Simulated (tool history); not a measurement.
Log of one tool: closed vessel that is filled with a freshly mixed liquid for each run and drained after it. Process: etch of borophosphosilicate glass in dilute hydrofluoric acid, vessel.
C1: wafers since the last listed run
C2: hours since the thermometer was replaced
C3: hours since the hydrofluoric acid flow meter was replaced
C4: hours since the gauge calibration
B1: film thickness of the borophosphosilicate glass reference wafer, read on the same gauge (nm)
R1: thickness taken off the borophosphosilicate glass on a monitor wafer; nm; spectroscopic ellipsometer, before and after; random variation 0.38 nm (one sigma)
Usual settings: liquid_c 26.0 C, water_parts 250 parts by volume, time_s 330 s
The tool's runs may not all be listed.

Run 1, hour 0.0: usual settings; C1 0; C2 1022.7; C3 1103.6; C4 86.9; B1 30.02. Result: R1 60.96 nm.
Run 2, hour 27.1: usual settings; C1 1407; C2 1049.8; C3 1130.7; C4 114.0; B1 29.97. Result: R1 61.86 nm.
Run 3, hour 54.8: usual settings; C1 1438; C2 1077.5; C3 1158.4; C4 141.7; B1 30.01. Result: R1 61.08 nm.
Run 4, hour 82.8: usual settings; C1 1454; C2 1105.5; C3 1186.4; C4 169.7; B1 29.98. Result: R1 61.94 nm.
Run 5, hour 107.7: usual settings; C1 1293; C2 1130.4; C3 1211.3; C4 194.6; B1 30.01. Result: R1 61.66 nm.
Run 6, hour 134.3: usual settings; C1 1381; C2 1157.0; C3 1237.9; C4 221.2; B1 30.04. Result: R1 61.83 nm.
Run 7, hour 158.3: usual settings but liquid_c 23.5 C; C1 1246; C2 1181.0; C3 1261.9; C4 245.2; B1 29.99. Result: R1 57.56 nm.
At hour 164.6: thermometer replaced.
Run 8, hour 181.6: usual settings but liquid_c 23.5 C; C1 1158; C2 17.0; C3 1285.2; C4 268.5; B1 30.03. Result: R1 53.14 nm.
Run 9, hour 211.1: usual settings but water_parts 180 parts by volume; C1 1532; C2 46.5; C3 1314.7; C4 298.0; B1 29.97. Result: R1 87.82 nm.
Run 10, hour 227.6: usual settings but liquid_c 30.0 C, time_s 485 s; C1 856; C2 63.0; C3 1331.2; C4 314.5; B1 30.02. Result: R1 97.71 nm.
Run 11, hour 248.3: usual settings but liquid_c 29.5 C, time_s 235 s; C1 1075; C2 83.7; C3 1351.9; C4 335.2; B1 29.96. Result: R1 47.46 nm.
Run 12, hour 282.4: usual settings; C1 1771; C2 117.8; C3 1386.0; C4 369.3; B1 29.97. Result: R1 58.65 nm.
At hour 286.1: hydrofluoric acid flow meter replaced.
Run 13, hour 316.5: usual settings; C1 1719; C2 151.9; C3 30.4; C4 403.4; B1 29.99. Result: R1 55.49 nm.
At hour 351.3: gauge calibrated.
Run 14, hour 351.4: usual settings but liquid_c 22.0 C; C1 1812; C2 186.8; C3 65.3; C4 0.1; B1 30.02. Result: R1 47.87 nm.
Run 15, hour 376.2: usual settings; C1 1288; C2 211.6; C3 90.1; C4 24.9; B1 30.05. Result: R1 55.59 nm.
Run 16, hour 389.4: usual settings; C1 685; C2 224.8; C3 103.3; C4 38.1; B1 29.98. Result: R1 54.81 nm.
Run 17, hour 410.1: usual settings but liquid_c 22.0 C, water_parts 150 parts by volume, time_s 195 s; C1 1075; C2 245.5; C3 124.0; C4 58.8; B1 30.03. Result: R1 52.80 nm.
Run 18, hour 428.9: usual settings but liquid_c 24.0 C, water_parts 355 parts by volume, time_s 215 s; C1 976; C2 264.3; C3 142.8; C4 77.6; B1 29.97. Result: R1 21.41 nm.
Run 19, hour 461.9: usual settings but water_parts 290 parts by volume; C1 1713; C2 297.3; C3 175.8; C4 110.6; B1 30.00. Result: R1 46.47 nm.
Run 20, hour 483.8: usual settings but liquid_c 29.0 C, water_parts 350 parts by volume, time_s 495 s; C1 1137; C2 319.2; C3 197.7; C4 132.5; B1 30.00. Result: R1 59.87 nm.

Predict each of these 3 candidate next runs independently; none follows another, all start after run 20:
Run A, hour 484.5: usual settings but water_parts 200 parts by volume; C1 36; C2 319.9; C3 198.4; C4 133.2; B1 ?. Result: R1 ?.
Run B, hour 484.5: usual settings but liquid_c 24.0 C, water_parts 155 parts by volume, time_s 240 s; C1 36; C2 319.9; C3 198.4; C4 133.2; B1 ?. Result: R1 ?.
Run C, hour 484.5: usual settings but water_parts 320 parts by volume, time_s 200 s; C1 36; C2 319.9; C3 198.4; C4 133.2; B1 ?. Result: R1 ?.

run     B1     R1
  A  29.99  73.90
  B  29.99  67.77
  C  29.99  24.67
Without the tool's hidden state the same runs would have given:
run     R1
  A  68.46
  B  62.76
  C  22.84
